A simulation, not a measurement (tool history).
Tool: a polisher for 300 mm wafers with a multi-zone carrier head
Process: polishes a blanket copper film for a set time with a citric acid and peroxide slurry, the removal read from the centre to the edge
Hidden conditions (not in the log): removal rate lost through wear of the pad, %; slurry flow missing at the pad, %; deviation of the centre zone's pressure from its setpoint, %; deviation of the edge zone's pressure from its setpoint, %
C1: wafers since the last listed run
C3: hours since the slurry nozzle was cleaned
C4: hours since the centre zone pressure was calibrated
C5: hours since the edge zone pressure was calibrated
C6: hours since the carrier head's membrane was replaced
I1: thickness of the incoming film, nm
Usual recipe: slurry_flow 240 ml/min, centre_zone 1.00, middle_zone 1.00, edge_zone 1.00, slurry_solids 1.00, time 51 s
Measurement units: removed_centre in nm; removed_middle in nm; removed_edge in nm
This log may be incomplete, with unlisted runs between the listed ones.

run 1 hour=0.0 | slurry_flow=240 centre_zone=1.00 middle_zone=1.00 edge_zone=1.00 slurry_solids=1.25 time=65 | C1=0 wafers_polished_on_this_pad=1197 C3=296.9 C4=297.4 C5=38.6 C6=1304.9 | I1=679.0 | removed_centre=210.1 removed_middle=212.6 removed_edge=214.8
run 2 hour=103.2 | slurry_flow=240 centre_zone=1.00 middle_zone=1.00 edge_zone=1.00 slurry_solids=1.25 time=65 | C1=807 wafers_polished_on_this_pad=2004 C3=400.1 C4=400.6 C5=141.8 C6=1408.1 | I1=691.9 | removed_centre=208.2 removed_middle=214.2 removed_edge=216.5
-- hour=120.2 worn pad replaced by a new one
run 3 hour=150.5 | slurry_flow=240 centre_zone=1.00 middle_zone=1.00 edge_zone=1.00 slurry_solids=1.25 time=65 | C1=338 wafers_polished_on_this_pad=237 C3=447.4 C4=447.9 C5=189.1 C6=1455.4 | I1=688.9 | removed_centre=209.1 removed_middle=211.9 removed_edge=215.3
run 4 hour=194.1 | slurry_flow=240 centre_zone=1.00 middle_zone=1.00 edge_zone=1.00 slurry_solids=1.00 time=51 | C1=341 wafers_polished_on_this_pad=578 C3=491.0 C4=491.5 C5=232.7 C6=1499.0 | I1=704.1 | removed_centre=151.1 removed_middle=158.2 removed_edge=156.8
-- hour=232.1 slurry nozzle cleaned
-- hour=250.4 edge zone pressure recalibrated
run 5 hour=290.7 | slurry_flow=240 centre_zone=1.00 middle_zone=1.00 edge_zone=1.00 slurry_solids=1.00 time=51 | C1=732 wafers_polished_on_this_pad=1310 C3=58.6 C4=588.1 C5=40.3 C6=1595.6 | I1=681.1 | removed_centre=156.1 removed_middle=158.9 removed_edge=163.5
-- hour=376.4 worn pad replaced by a new one
run 6 hour=390.5 | slurry_flow=240 centre_zone=1.07 middle_zone=1.00 edge_zone=1.00 slurry_solids=1.00 time=64 | C1=749 wafers_polished_on_this_pad=110 C3=158.4 C4=687.9 C5=140.1 C6=1695.4 | I1=689.5 | removed_centre=203.1 removed_middle=195.5 removed_edge=195.2
-- hour=549.9 edge zone pressure recalibrated
run 7 hour=623.1 | slurry_flow=240 centre_zone=1.00 middle_zone=1.00 edge_zone=1.00 slurry_solids=1.00 time=51 | C1=1804 wafers_polished_on_this_pad=1914 C3=391.0 C4=920.5 C5=73.2 C6=1928.0 | I1=689.3 | removed_centre=154.8 removed_middle=157.9 removed_edge=160.6
-- hour=627.4 worn pad replaced by a new one
run 8 hour=671.0 | slurry_flow=175 centre_zone=1.00 middle_zone=1.00 edge_zone=1.00 slurry_solids=1.00 time=51 | C1=343 wafers_polished_on_this_pad=340 C3=438.9 C4=968.4 C5=121.1 C6=1975.9 | I1=686.2 | removed_centre=147.8 removed_middle=150.0 removed_edge=155.8
-- hour=706.1 slurry nozzle cleaned
-- hour=710.8 carrier head's membrane replaced by a new one
run 9 hour=715.8 | slurry_flow=155 centre_zone=1.00 middle_zone=1.00 edge_zone=0.93 slurry_solids=0.75 time=51 | C1=306 wafers_polished_on_this_pad=647 C3=9.7 C4=1013.2 C5=165.9 C6=5.0 | I1=682.6 | removed_centre=132.8 removed_middle=134.2 removed_edge=132.2
-- hour=734.3 centre zone pressure recalibrated
run 10 hour=791.4 | slurry_flow=240 centre_zone=1.00 middle_zone=1.00 edge_zone=1.00 slurry_solids=1.00 time=51 | C1=575 wafers_polished_on_this_pad=1223 C3=85.3 C4=57.1 C5=241.5 C6=80.6 | I1=696.3 | removed_centre=155.9 removed_middle=156.0 removed_edge=160.2
-- hour=836.2 edge zone pressure recalibrated
-- hour=853.5 worn pad replaced by a new one
run 11 hour=883.2 | slurry_flow=270 centre_zone=1.00 middle_zone=1.00 edge_zone=1.00 slurry_solids=1.10 time=51 | C1=671 wafers_polished_on_this_pad=232 C3=177.1 C4=148.9 C5=47.0 C6=172.4 | I1=699.5 | removed_centre=159.4 removed_middle=160.1 removed_edge=161.8
run 12 hour=950.0 | slurry_flow=210 centre_zone=1.00 middle_zone=1.00 edge_zone=0.94 slurry_solids=1.20 time=35 | C1=522 wafers_polished_on_this_pad=755 C3=243.9 C4=215.7 C5=113.8 C6=239.2 | I1=686.7 | removed_centre=111.9 removed_middle=111.8 removed_edge=110.5
run 13 hour=992.9 | slurry_flow=240 centre_zone=1.06 middle_zone=1.04 edge_zone=1.09 slurry_solids=0.90 time=51 | C1=335 wafers_polished_on_this_pad=1090 C3=286.8 C4=258.6 C5=156.7 C6=282.1 | I1=686.6 | removed_centre=156.6 removed_middle=153.3 removed_edge=157.1
run 14 hour=1051.7 | slurry_flow=240 centre_zone=1.00 middle_zone=0.92 edge_zone=1.10 slurry_solids=1.00 time=51 | C1=460 wafers_polished_on_this_pad=1550 C3=345.6 C4=317.4 C5=215.5 C6=340.9 | I1=678.5 | removed_centre=151.6 removed_middle=151.6 removed_edge=168.6
-- hour=1113.0 worn pad replaced by a new one
run 15 hour=1156.3 | slurry_flow=240 centre_zone=1.00 middle_zone=1.00 edge_zone=1.00 slurry_solids=1.00 time=51 | C1=787 wafers_polished_on_this_pad=338 C3=450.2 C4=422.0 C5=320.1 C6=445.5 | I1=690.9 | removed_centre=155.0 removed_middle=158.7 removed_edge=160.1
-- hour=1190.4 edge zone pressure recalibrated
-- hour=1209.5 slurry nozzle cleaned
run 16 hour=1242.7 | slurry_flow=240 centre_zone=1.00 middle_zone=1.00 edge_zone=1.00 slurry_solids=1.00 time=51 | C1=652 wafers_polished_on_this_pad=991 C3=33.2 C4=508.4 C5=52.3 C6=531.9 | I1=694.0 | removed_centre=154.1 removed_middle=153.5 removed_edge=158.5
run 17 hour=1297.2 | slurry_flow=240 centre_zone=1.00 middle_zone=1.00 edge_zone=1.00 slurry_solids=1.25 time=51 | C1=426 wafers_polished_on_this_pad=1417 C3=87.7 C4=562.9 C5=106.8 C6=586.4 | I1=687.8 | removed_centre=161.9 removed_middle=163.1 removed_edge=169.7

What was the tool's hidden state at every run in the log?
removal rate lost through wear of the pad, %: 0 at every run
slurry flow missing at the pad, %: 0 at every run
deviation of the centre zone's pressure from its setpoint, %: 0 at every run
deviation of the edge zone's pressure from its setpoint, %: 0 at every run
